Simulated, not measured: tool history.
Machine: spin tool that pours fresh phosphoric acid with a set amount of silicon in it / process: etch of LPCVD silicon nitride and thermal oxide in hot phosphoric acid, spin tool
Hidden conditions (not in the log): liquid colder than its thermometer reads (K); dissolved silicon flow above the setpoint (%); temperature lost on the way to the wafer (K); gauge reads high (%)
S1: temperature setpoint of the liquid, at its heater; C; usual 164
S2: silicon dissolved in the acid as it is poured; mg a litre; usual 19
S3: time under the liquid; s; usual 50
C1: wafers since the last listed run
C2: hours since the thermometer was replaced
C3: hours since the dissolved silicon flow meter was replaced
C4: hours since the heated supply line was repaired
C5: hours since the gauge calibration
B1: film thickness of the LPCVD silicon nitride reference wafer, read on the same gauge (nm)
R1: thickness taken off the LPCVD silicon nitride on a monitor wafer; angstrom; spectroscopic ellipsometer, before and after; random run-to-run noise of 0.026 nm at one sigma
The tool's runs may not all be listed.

{"run": 1, "hour": 0.0, "S1": 164, "S2": 7.5, "S3": 50, "C1": 0, "C2": 2412.5, "C3": 192.9, "C4": 255.1, "C5": 319.3, "B1": 110.009, "R1": 46.75}
{"run": 2, "hour": 53.7, "S1": 164, "S2": 10.5, "S3": 35, "C1": 425, "C2": 2466.2, "C3": 246.6, "C4": 308.8, "C5": 373, "B1": 109.991, "R1": 32.44}
{"run": 3, "hour": 82.9, "S1": 164, "S2": 19, "S3": 50, "C1": 231, "C2": 2495.4, "C3": 275.8, "C4": 338, "C5": 402.2, "B1": 109.974, "R1": 46.31}
{"run": 4, "hour": 143.3, "S1": 165.5, "S2": 27, "S3": 70, "C1": 478, "C2": 2555.8, "C3": 336.2, "C4": 398.4, "C5": 462.6, "B1": 109.973, "R1": 67.99}
{"hour": 156.4, "done": "thermometer replaced"}
{"run": 5, "hour": 183.3, "S1": 164, "S2": 19, "S3": 50, "C1": 309, "C2": 26.9, "C3": 376.2, "C4": 438.4, "C5": 502.6, "B1": 109.993, "R1": 47.85}
{"run": 6, "hour": 246.1, "S1": 166, "S2": 24.5, "S3": 70, "C1": 497, "C2": 89.7, "C3": 439, "C4": 501.2, "C5": 565.4, "B1": 109.995, "R1": 69.67}
{"run": 7, "hour": 296.7, "S1": 165.5, "S2": 19, "S3": 50, "C1": 401, "C2": 140.3, "C3": 489.6, "C4": 551.8, "C5": 616, "B1": 110.007, "R1": 49.52}
{"run": 8, "hour": 351.9, "S1": 165.5, "S2": 19, "S3": 65, "C1": 437, "C2": 195.5, "C3": 544.8, "C4": 607, "C5": 671.2, "B1": 109.957, "R1": 64.22}
{"run": 9, "hour": 383.0, "S1": 165.5, "S2": 29.5, "S3": 30, "C1": 246, "C2": 226.6, "C3": 575.9, "C4": 638.1, "C5": 702.3, "B1": 109.99, "R1": 29.68}
{"run": 10, "hour": 432.2, "S1": 164, "S2": 19, "S3": 35, "C1": 390, "C2": 275.8, "C3": 625.1, "C4": 687.3, "C5": 751.5, "B1": 110.021, "R1": 32.71}
{"run": 11, "hour": 472.6, "S1": 164, "S2": 19, "S3": 50, "C1": 320, "C2": 316.2, "C3": 665.5, "C4": 727.7, "C5": 791.9, "B1": 110.032, "R1": 47.2}
{"run": 12, "hour": 520.8, "S1": 164, "S2": 19, "S3": 50, "C1": 382, "C2": 364.4, "C3": 713.7, "C4": 775.9, "C5": 840.1, "B1": 109.971, "R1": 47.01}
{"run": 13, "hour": 633.0, "S1": 166, "S2": 27.5, "S3": 65, "C1": 889, "C2": 476.6, "C3": 825.9, "C4": 888.1, "C5": 952.3, "B1": 109.988, "R1": 65.71}
{"hour": 686.7, "done": "dissolved silicon flow meter replaced"}
{"run": 14, "hour": 690.1, "S1": 164, "S2": 19, "S3": 50, "C1": 444, "C2": 533.7, "C3": 3.4, "C4": 945.2, "C5": 1009.4, "B1": 109.956, "R1": 46.85}
{"run": 15, "hour": 738.5, "S1": 164, "S2": 19, "S3": 50, "C1": 383, "C2": 582.1, "C3": 51.8, "C4": 993.6, "C5": 1057.8, "B1": 109.984, "R1": 47.09}
{"run": 16, "hour": 775.5, "S1": 165.5, "S2": 34, "S3": 50, "C1": 293, "C2": 619.1, "C3": 88.8, "C4": 1030.6, "C5": 1094.8, "B1": 109.967, "R1": 49.24}
{"run": 17, "hour": 846.1, "S1": 166, "S2": 19, "S3": 50, "C1": 559, "C2": 689.7, "C3": 159.4, "C4": 1101.2, "C5": 1165.4, "B1": 109.997, "R1": 49.92}
{"run": 18, "hour": 889.3, "S1": 162, "S2": 30.5, "S3": 70, "C1": 342, "C2": 732.9, "C3": 202.6, "C4": 1144.4, "C5": 1208.6, "B1": 110.023, "R1": 61.54}
{"run": 19, "hour": 940.7, "S1": 162.5, "S2": 32.5, "S3": 35, "C1": 407, "C2": 784.3, "C3": 254, "C4": 1195.8, "C5": 1260, "B1": 110.005, "R1": 31.38}
{"run": 20, "hour": 974.2, "S1": 163, "S2": 19, "S3": 25, "C1": 265, "C2": 817.8, "C3": 287.5, "C4": 1229.3, "C5": 1293.5, "B1": 109.997, "R1": 22.37}
{"run": 21, "hour": 1038.5, "S1": 164, "S2": 19, "S3": 50, "C1": 509, "C2": 882.1, "C3": 351.8, "C4": 1293.6, "C5": 1357.8, "B1": 109.994, "R1": 46.92}
{"run": 22, "hour": 1072.6, "S1": 166.5, "S2": 19, "S3": 50, "C1": 270, "C2": 916.2, "C3": 385.9, "C4": 1327.7, "C5": 1391.9, "B1": 109.974, "R1": 50.54}
{"run": 23, "hour": 1142.6, "S1": 165.5, "S2": 19, "S3": 65, "C1": 554, "C2": 986.2, "C3": 455.9, "C4": 1397.7, "C5": 1461.9, "B1": 109.997, "R1": 64}

List, for all runs, the conditions of the tool that the log does not record:
dissolved silicon flow above the setpoint (%): 0 across all the runs
temperature lost on the way to the wafer (K): 0 across all the runs
gauge reads high (%): 0 across all the runs
H1: liquid colder than its thermometer reads (K)
run=1 H1=0.889
run=2 H1=0.907
run=3 H1=0.918
run=4 H1=0.939
run=5 H1=0.139
run=6 H1=0.161
run=7 H1=0.178
run=8 H1=0.198
run=9 H1=0.209
run=10 H1=0.226
run=11 H1=0.24
run=12 H1=0.257
run=13 H1=0.296
run=14 H1=0.316
run=15 H1=0.333
run=16 H1=0.346
run=17 H1=0.37
run=18 H1=0.386
run=19 H1=0.404
run=20 H1=0.415
run=21 H1=0.438
run=22 H1=0.45
run=23 H1=0.474

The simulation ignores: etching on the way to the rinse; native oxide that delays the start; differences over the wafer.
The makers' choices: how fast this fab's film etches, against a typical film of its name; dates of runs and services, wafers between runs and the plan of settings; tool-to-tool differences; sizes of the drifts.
